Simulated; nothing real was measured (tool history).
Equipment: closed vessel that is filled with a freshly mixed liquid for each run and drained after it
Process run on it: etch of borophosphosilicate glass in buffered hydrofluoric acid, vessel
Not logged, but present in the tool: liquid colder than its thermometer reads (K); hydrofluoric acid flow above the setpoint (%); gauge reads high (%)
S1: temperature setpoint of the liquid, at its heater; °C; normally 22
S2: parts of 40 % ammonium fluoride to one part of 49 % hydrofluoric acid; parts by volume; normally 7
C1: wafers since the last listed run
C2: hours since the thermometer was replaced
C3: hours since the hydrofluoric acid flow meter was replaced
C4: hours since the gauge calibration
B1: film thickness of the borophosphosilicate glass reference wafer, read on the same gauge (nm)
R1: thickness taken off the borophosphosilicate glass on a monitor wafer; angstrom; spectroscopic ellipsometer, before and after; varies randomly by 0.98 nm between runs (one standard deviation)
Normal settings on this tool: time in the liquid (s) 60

{"run": 1, "hour": 0.0, "S1": 22, "S2": 7, "time in the liquid (s)": 60, "C1": 0, "C2": 1296.7, "C3": 807.1, "C4": 1043.5, "B1": 50.02, "R1": 1935.9}
{"run": 2, "hour": 132.2, "S1": 22, "S2": 7, "time in the liquid (s)": 60, "C1": 13287, "C2": 1428.9, "C3": 939.3, "C4": 1175.7, "B1": 50.02, "R1": 1958.4}
{"hour": 151.0, "done": "hydrofluoric acid flow meter replaced"}
{"run": 3, "hour": 215.1, "S1": 22, "S2": 7, "time in the liquid (s)": 60, "C1": 8231, "C2": 1511.8, "C3": 64.1, "C4": 1258.6, "B1": 49.97, "R1": 1877.1}
{"run": 4, "hour": 271.3, "S1": 22, "S2": 7, "time in the liquid (s)": 45, "C1": 5648, "C2": 1568, "C3": 120.3, "C4": 1314.8, "B1": 50.01, "R1": 1392.8}
{"run": 5, "hour": 367.5, "S1": 23.5, "S2": 7, "time in the liquid (s)": 60, "C1": 9668, "C2": 1664.2, "C3": 216.5, "C4": 1411, "B1": 49.95, "R1": 2021.3}
{"hour": 379.0, "done": "gauge calibrated"}
{"run": 6, "hour": 439.1, "S1": 23.5, "S2": 7, "time in the liquid (s)": 60, "C1": 7196, "C2": 1735.8, "C3": 288.1, "C4": 60.1, "B1": 49.97, "R1": 2030.2}
{"run": 7, "hour": 509.8, "S1": 23.5, "S2": 7, "time in the liquid (s)": 60, "C1": 7105, "C2": 1806.5, "C3": 358.8, "C4": 130.8, "B1": 49.99, "R1": 2028.7}
{"run": 8, "hour": 561.0, "S1": 22, "S2": 5.5, "time in the liquid (s)": 60, "C1": 5145, "C2": 1857.7, "C3": 410, "C4": 182, "B1": 49.97, "R1": 2298.3}
{"run": 9, "hour": 644.6, "S1": 22, "S2": 5.5, "time in the liquid (s)": 60, "C1": 8402, "C2": 1941.3, "C3": 493.6, "C4": 265.6, "B1": 49.99, "R1": 2316.5}
{"run": 10, "hour": 721.4, "S1": 22, "S2": 7, "time in the liquid (s)": 60, "C1": 7718, "C2": 2018.1, "C3": 570.4, "C4": 342.4, "B1": 49.97, "R1": 1874.1}
{"run": 11, "hour": 758.5, "S1": 22, "S2": 5, "time in the liquid (s)": 75, "C1": 3728, "C2": 2055.2, "C3": 607.5, "C4": 379.5, "B1": 50, "R1": 3156.5}
{"hour": 788.4, "done": "thermometer replaced"}
{"run": 12, "hour": 796.2, "S1": 22, "S2": 9, "time in the liquid (s)": 60, "C1": 3688, "C2": 7.8, "C3": 645.2, "C4": 417.2, "B1": 50.01, "R1": 1584.3}
{"run": 13, "hour": 875.3, "S1": 22, "S2": 7, "time in the liquid (s)": 50, "C1": 7950, "C2": 86.9, "C3": 724.3, "C4": 496.3, "B1": 50, "R1": 1723.4}
{"hour": 897.8, "done": "hydrofluoric acid flow meter replaced"}
{"run": 14, "hour": 943.6, "S1": 22, "S2": 9.5, "time in the liquid (s)": 80, "C1": 6764, "C2": 155.2, "C3": 45.8, "C4": 564.6, "B1": 49.94, "R1": 1928.7}

For run 15, what comes out?
{"run": 15, "hour": 1032.1, "S1": 23.5, "S2": 9, "time in the liquid (s)": 30, "C1": 8894, "C2": 243.7, "C3": 134.3, "C4": 653.1, "B1": "?", "R1": "?"}

B1: 50.03
R1: 819.7 angstrom
Had the tool carried no hidden state, the very same run would have given R1 823 angstrom.

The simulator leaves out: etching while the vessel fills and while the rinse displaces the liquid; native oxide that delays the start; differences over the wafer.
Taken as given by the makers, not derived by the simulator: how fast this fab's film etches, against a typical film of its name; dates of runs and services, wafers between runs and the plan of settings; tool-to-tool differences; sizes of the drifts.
